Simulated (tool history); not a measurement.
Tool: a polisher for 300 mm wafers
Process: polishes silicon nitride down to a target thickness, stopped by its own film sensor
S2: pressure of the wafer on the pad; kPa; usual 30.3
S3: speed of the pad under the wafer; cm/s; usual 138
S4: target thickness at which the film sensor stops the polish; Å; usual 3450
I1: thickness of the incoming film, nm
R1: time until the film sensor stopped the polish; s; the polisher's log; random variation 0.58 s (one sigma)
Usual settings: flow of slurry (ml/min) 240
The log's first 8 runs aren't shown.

Run 9, hour 87.2: usual settings; I1 520.0. Result: R1 66.7 s.
Run 10, hour 95.8: usual settings; I1 517.7. Result: R1 65.0 s.
Run 11, hour 110.9: usual settings but flow of slurry (ml/min) 200; I1 520.0. Result: R1 65.3 s.
Run 12, hour 117.4: usual settings but flow of slurry (ml/min) 200; I1 509.7. Result: R1 63.3 s.
Run 13, hour 125.8: usual settings; I1 528.2. Result: R1 69.9 s.
Run 14, hour 133.2: usual settings but S2 33.8 kPa; I1 525.9. Result: R1 62.3 s.
At hour 140.9: head pressure recalibrated.
Run 15, hour 141.4: usual settings; I1 519.1. Result: R1 59.9 s.
Run 16, hour 154.2: usual settings; I1 526.8. Result: R1 61.7 s.
At hour 163.3: slurry nozzle cleaned.
Run 17, hour 169.8: usual settings; I1 514.7. Result: R1 57.6 s.
Run 18, hour 176.6: usual settings but flow of slurry (ml/min) 210, S2 34.5 kPa, S4 3970 Å; I1 518.1. Result: R1 37.2 s.
At hour 180.7: worn pad replaced by a new one, of another model than before.
Run 19, hour 184.9: usual settings but flow of slurry (ml/min) 265, S3 186 cm/s, S4 3250 Å; I1 520.9. Result: R1 56.5 s.
Run 20, hour 202.8: usual settings but S3 174 cm/s; I1 522.2. Result: R1 53.5 s.
Run 21, hour 218.5: usual settings but S2 34.5 kPa; I1 514.5. Result: R1 53.3 s.
Run 22, hour 233.4: usual settings but S2 34.5 kPa; I1 521.0. Result: R1 54.1 s.
Run 23, hour 243.1: usual settings but flow of slurry (ml/min) 275; I1 528.5. Result: R1 62.1 s.
Run 24, hour 250.7: usual settings but flow of slurry (ml/min) 210, S2 22.8 kPa, S4 3120 Å; I1 514.3. Result: R1 85.4 s.
Run 25, hour 262.5: usual settings but flow of slurry (ml/min) 180; I1 521.3. Result: R1 62.1 s.
Run 26, hour 277.4: usual settings; I1 517.0. Result: R1 60.0 s.
Run 27, hour 294.8: usual settings but S3 102 cm/s, S4 3850 Å; I1 528.4. Result: R1 57.4 s.
Run 28, hour 310.8: usual settings but S2 34.5 kPa, S3 104 cm/s, S4 3080 Å; I1 518.4. Result: R1 76.6 s.
Run 29, hour 324.1: usual settings but S2 38.6 kPa; I1 510.2. Result: R1 48.1 s.
Run 30, hour 334.9: usual settings but flow of slurry (ml/min) 160, S2 33.8 kPa; I1 514.8. Result: R1 58.3 s.

Forecast run 31:
Run 31, hour 345.4: usual settings but flow of slurry (ml/min) 290, S2 33.1 kPa, S3 122 cm/s, S4 3610 Å; I1 526.7. Result: R1 ?.

R1: 57.1 s
Without the tool's hidden state the same run would have given R1 55.0 s.
